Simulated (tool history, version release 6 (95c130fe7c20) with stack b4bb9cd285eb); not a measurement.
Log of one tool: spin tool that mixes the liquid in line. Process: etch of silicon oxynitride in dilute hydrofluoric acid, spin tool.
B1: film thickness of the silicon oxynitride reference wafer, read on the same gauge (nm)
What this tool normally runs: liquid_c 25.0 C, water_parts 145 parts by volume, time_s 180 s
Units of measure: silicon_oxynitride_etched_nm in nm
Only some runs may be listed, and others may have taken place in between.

Run 1, day 0.000: usual settings; B1 80.020. Result: silicon_oxynitride_etched_nm 3.220 nm.
Run 2, day 1.825: usual settings; B1 80.021. Result: silicon_oxynitride_etched_nm 3.229 nm.
Run 3, day 5.100: usual settings; B1 79.996. Result: silicon_oxynitride_etched_nm 3.271 nm.
Run 4, day 7.554: usual settings but liquid_c 21.5 C; B1 80.023. Result: silicon_oxynitride_etched_nm 2.750 nm.
Run 5, day 10.479: usual settings; B1 79.987. Result: silicon_oxynitride_etched_nm 3.203 nm.
Run 6, day 11.762: usual settings; B1 80.005. Result: silicon_oxynitride_etched_nm 3.182 nm.
Run 7, day 12.938: usual settings; B1 80.013. Result: silicon_oxynitride_etched_nm 3.190 nm.
Run 8, day 14.196: usual settings but water_parts 180 parts by volume; B1 80.052. Result: silicon_oxynitride_etched_nm 2.476 nm.
Run 9, day 16.829: usual settings but water_parts 180 parts by volume; B1 80.020. Result: silicon_oxynitride_etched_nm 2.477 nm.
At day 18.550: thermometer replaced.
Run 10, day 19.704: usual settings; B1 79.971. Result: silicon_oxynitride_etched_nm 3.135 nm.
Run 11, day 20.792: usual settings but liquid_c 28.5 C; B1 79.993. Result: silicon_oxynitride_etched_nm 3.653 nm.
Run 12, day 22.438: usual settings but liquid_c 21.5 C, time_s 280 s; B1 80.043. Result: silicon_oxynitride_etched_nm 4.172 nm.
At day 24.283: gauge calibrated.
Run 13, day 24.671: usual settings; B1 80.009. Result: silicon_oxynitride_etched_nm 3.163 nm.
Run 14, day 25.996: usual settings but liquid_c 21.0 C; B1 80.018. Result: silicon_oxynitride_etched_nm 2.595 nm.
Run 15, day 27.096: usual settings but liquid_c 21.0 C, water_parts 95 parts by volume, time_s 260 s; B1 79.975. Result: silicon_oxynitride_etched_nm 5.939 nm.
At day 28.504: hydrofluoric acid flow meter replaced.
Run 16, day 29.296: usual settings but liquid_c 29.5 C, water_parts 95 parts by volume, time_s 285 s; B1 79.980. Result: silicon_oxynitride_etched_nm 9.051 nm.
Run 17, day 31.204: usual settings but liquid_c 27.0 C, water_parts 175 parts by volume; B1 79.982. Result: silicon_oxynitride_etched_nm 2.507 nm.
Run 18, day 34.917: usual settings but liquid_c 21.0 C, water_parts 170 parts by volume, time_s 90 s; B1 80.006. Result: silicon_oxynitride_etched_nm 1.006 nm.
At day 37.912: hydrofluoric acid flow meter replaced, repeated, since the last time left the tool worse.
Run 19, day 37.933: usual settings but water_parts 195 parts by volume, time_s 265 s; B1 80.035. Result: silicon_oxynitride_etched_nm 3.649 nm.
Run 20, day 40.321: usual settings but liquid_c 21.0 C, water_parts 110 parts by volume; B1 79.977. Result: silicon_oxynitride_etched_nm 3.862 nm.
Run 21, day 41.433: usual settings but time_s 285 s; B1 80.011. Result: silicon_oxynitride_etched_nm 5.448 nm.

Run 22 has not been measured yet. What should we expect?
Run 22, day 42.646: usual settings; B1 ?. Result: silicon_oxynitride_etched_nm ?.

Run 22 measured B1 79.977, silicon_oxynitride_etched_nm 3.416 nm.
On a tool with no hidden condition, and with the same random variation, this run would have come out at silicon_oxynitride_etched_nm 3.464 nm.
